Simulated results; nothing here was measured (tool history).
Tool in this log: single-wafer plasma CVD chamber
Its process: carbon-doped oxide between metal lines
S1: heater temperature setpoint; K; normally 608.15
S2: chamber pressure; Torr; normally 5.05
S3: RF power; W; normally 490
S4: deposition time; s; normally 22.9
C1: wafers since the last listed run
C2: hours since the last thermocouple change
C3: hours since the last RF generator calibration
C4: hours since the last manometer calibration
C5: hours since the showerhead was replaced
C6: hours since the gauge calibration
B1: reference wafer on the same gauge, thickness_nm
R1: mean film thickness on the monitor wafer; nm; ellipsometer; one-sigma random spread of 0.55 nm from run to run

run 1 hour=0 | S1=608.15 S2=6.05 S3=490 S4=22.9 | C1=0 C2=937.4 C3=1163.9 C4=1264.1 C5=2980.5 C6=2527.2 | B1=118.12 | R1=133.129
run 2 hour=100.3 | S1=608.15 S2=5.05 S3=490 S4=22.9 | C1=2858 C2=1037.7 C3=1264.2 C4=1364.4 C5=3080.8 C6=2627.5 | B1=118.097 | R1=130.039
run 3 hour=145.6 | S1=608.15 S2=5.05 S3=490 S4=22.9 | C1=1290 C2=1083 C3=1309.5 C4=1409.7 C5=3126.1 C6=2672.8 | B1=117.935 | R1=131.347
run 4 hour=251 | S1=608.15 S2=5.05 S3=490 S4=22.9 | C1=3003 C2=1188.4 C3=1414.9 C4=1515.1 C5=3231.5 C6=2778.2 | B1=118.092 | R1=131.02
run 5 hour=343.4 | S1=608.15 S2=5.05 S3=490 S4=22.9 | C1=2633 C2=1280.8 C3=1507.3 C4=1607.5 C5=3323.9 C6=2870.6 | B1=118.116 | R1=131.409
-- hour=391.3 capacitance manometer re-zeroed and calibrated
run 6 hour=402.8 | S1=608.15 S2=5.05 S3=490 S4=22.9 | C1=1464 C2=1340.2 C3=1566.7 C4=11.5 C5=3383.3 C6=2930 | B1=118.156 | R1=131.477
run 7 hour=510.4 | S1=608.15 S2=5.05 S3=490 S4=22.9 | C1=3066 C2=1447.8 C3=1674.3 C4=119.1 C5=3490.9 C6=3037.6 | B1=117.994 | R1=131.219
run 8 hour=546.6 | S1=608.15 S2=5.05 S3=490 S4=22.9 | C1=1031 C2=1484 C3=1710.5 C4=155.3 C5=3527.1 C6=3073.8 | B1=118.057 | R1=130.438
run 9 hour=650.2 | S1=608.15 S2=5.88 S3=490 S4=22.9 | C1=2952 C2=1587.6 C3=1814.1 C4=258.9 C5=3630.7 C6=3177.4 | B1=117.837 | R1=132.955
run 10 hour=688.3 | S1=605.15 S2=5.8 S3=490 S4=22.9 | C1=1085 C2=1625.7 C3=1852.2 C4=297 C5=3668.8 C6=3215.5 | B1=117.957 | R1=134.885
run 11 hour=762.3 | S1=608.15 S2=5.05 S3=490 S4=22.9 | C1=2108 C2=1699.7 C3=1926.2 C4=371 C5=3742.8 C6=3289.5 | B1=117.897 | R1=131.289
-- hour=782.6 RF generator calibrated
run 12 hour=833.3 | S1=608.15 S2=5.05 S3=490 S4=22.9 | C1=1795 C2=1770.7 C3=50.7 C4=442 C5=3813.8 C6=3360.5 | B1=118.011 | R1=132.18
run 13 hour=891.8 | S1=608.15 S2=5.05 S3=490 S4=22.9 | C1=1667 C2=1829.2 C3=109.2 C4=500.5 C5=3872.3 C6=3419 | B1=118.246 | R1=131.51
run 14 hour=929 | S1=608.15 S2=5.05 S3=490 S4=18.9 | C1=1060 C2=1866.4 C3=146.4 C4=537.7 C5=3909.5 C6=3456.2 | B1=117.998 | R1=108.692
run 15 hour=1027.9 | S1=608.15 S2=5.92 S3=490 S4=22.9 | C1=2818 C2=1965.3 C3=245.3 C4=636.6 C5=4008.4 C6=3555.1 | B1=118.033 | R1=133.67
run 16 hour=1086.8 | S1=608.15 S2=5.66 S3=530 S4=27.4 | C1=1678 C2=2024.2 C3=304.2 C4=695.5 C5=4067.3 C6=3614 | B1=118.149 | R1=164.221
run 17 hour=1190.7 | S1=608.15 S2=4.13 S3=400 S4=22.9 | C1=2960 C2=2128.1 C3=408.1 C4=799.4 C5=4171.2 C6=3717.9 | B1=117.891 | R1=114.922
-- hour=1230.6 gauge calibrated
run 18 hour=1263.2 | S1=608.15 S2=5.05 S3=540 S4=22.9 | C1=2065 C2=2200.6 C3=480.6 C4=871.9 C5=4243.7 C6=32.6 | B1=118.007 | R1=136.122
run 19 hour=1315.9 | S1=616.15 S2=5.05 S3=425 S4=18.6 | C1=1501 C2=2253.3 C3=533.3 C4=924.6 C5=4296.4 C6=85.3 | B1=118.029 | R1=97.409
run 20 hour=1365.5 | S1=600.15 S2=4.32 S3=490 S4=25.1 | C1=1413 C2=2302.9 C3=582.9 C4=974.2 C5=4346 C6=134.9 | B1=118.114 | R1=143.269
run 21 hour=1453.6 | S1=608.15 S2=5.05 S3=555 S4=22.9 | C1=2510 C2=2391 C3=671 C4=1062.3 C5=4434.1 C6=223 | B1=117.918 | R1=138.454
run 22 hour=1503.6 | S1=608.15 S2=5.05 S3=490 S4=22.9 | C1=1424 C2=2441 C3=721 C4=1112.3 C5=4484.1 C6=273 | B1=118.1 | R1=130.096
-- hour=1562.4 showerhead replaced
run 23 hour=1607.9 | S1=608.15 S2=5.05 S3=490 S4=22.9 | C1=2744 C2=2545.3 C3=825.3 C4=1216.6 C5=45.5 C6=377.3 | B1=118.06 | R1=130.583
-- hour=1665.5 thermocouple changed; heater temperature recalibrated
run 24 hour=1680.6 | S1=616.15 S2=4.71 S3=540 S4=21 | C1=1843 C2=15.1 C3=898 C4=1289.3 C5=118.2 C6=450 | B1=118.054 | R1=121.685
run 25 hour=1856.7 | S1=599.15 S2=5.05 S3=430 S4=22.9 | C1=5018 C2=191.2 C3=1074.1 C4=1465.4 C5=294.3 C6=626.1 | B1=118.27 | R1=127.23
run 26 hour=1933.1 | S1=598.15 S2=5.05 S3=585 S4=22.9 | C1=2177 C2=267.6 C3=1150.5 C4=1541.8 C5=370.7 C6=702.5 | B1=118.077 | R1=146.498
run 27 hour=2017.8 | S1=608.15 S2=5.05 S3=490 S4=22.9 | C1=2413 C2=352.3 C3=1235.2 C4=1626.5 C5=455.4 C6=787.2 | B1=118.133 | R1=131.273
-- hour=2084.1 capacitance manometer re-zeroed and calibrated
run 28 hour=2225.1 | S1=608.15 S2=5.05 S3=490 S4=22.9 | C1=5679 C2=559.6 C3=1442.5 C4=141 C5=662.7 C6=994.5 | B1=117.952 | R1=130.004
run 29 hour=2286.9 | S1=622.15 S2=5.05 S3=490 S4=22.9 | C1=1761 C2=621.4 C3=1504.3 C4=202.8 C5=724.5 C6=1056.3 | B1=118.11 | R1=124.781

3 options for the next run, each taken on its own from the tool as it stands now. Forecast them:
run A hour=2287.3 | S1=608.15 S2=5.05 S3=490 S4=22.9 | C1=11 C2=621.8 C3=1504.7 C4=203.2 C5=724.9 C6=1056.7 | B1=? | R1=?
run B hour=2287.3 | S1=602.15 S2=6.11 S3=535 S4=25.2 | C1=11 C2=621.8 C3=1504.7 C4=203.2 C5=724.9 C6=1056.7 | B1=? | R1=?
run C hour=2287.3 | S1=608.15 S2=5.71 S3=555 S4=20.4 | C1=11 C2=621.8 C3=1504.7 C4=203.2 C5=724.9 C6=1056.7 | B1=? | R1=?

run=A B1=117.89 R1=131.017
run=B B1=117.89 R1=156.568
run=C B1=117.89 R1=125.993
The same runs, with their run-to-run variation unchanged, on a tool lacking any hidden condition would have given:
run=A R1=131.017
run=B R1=156.568
run=C R1=125.993
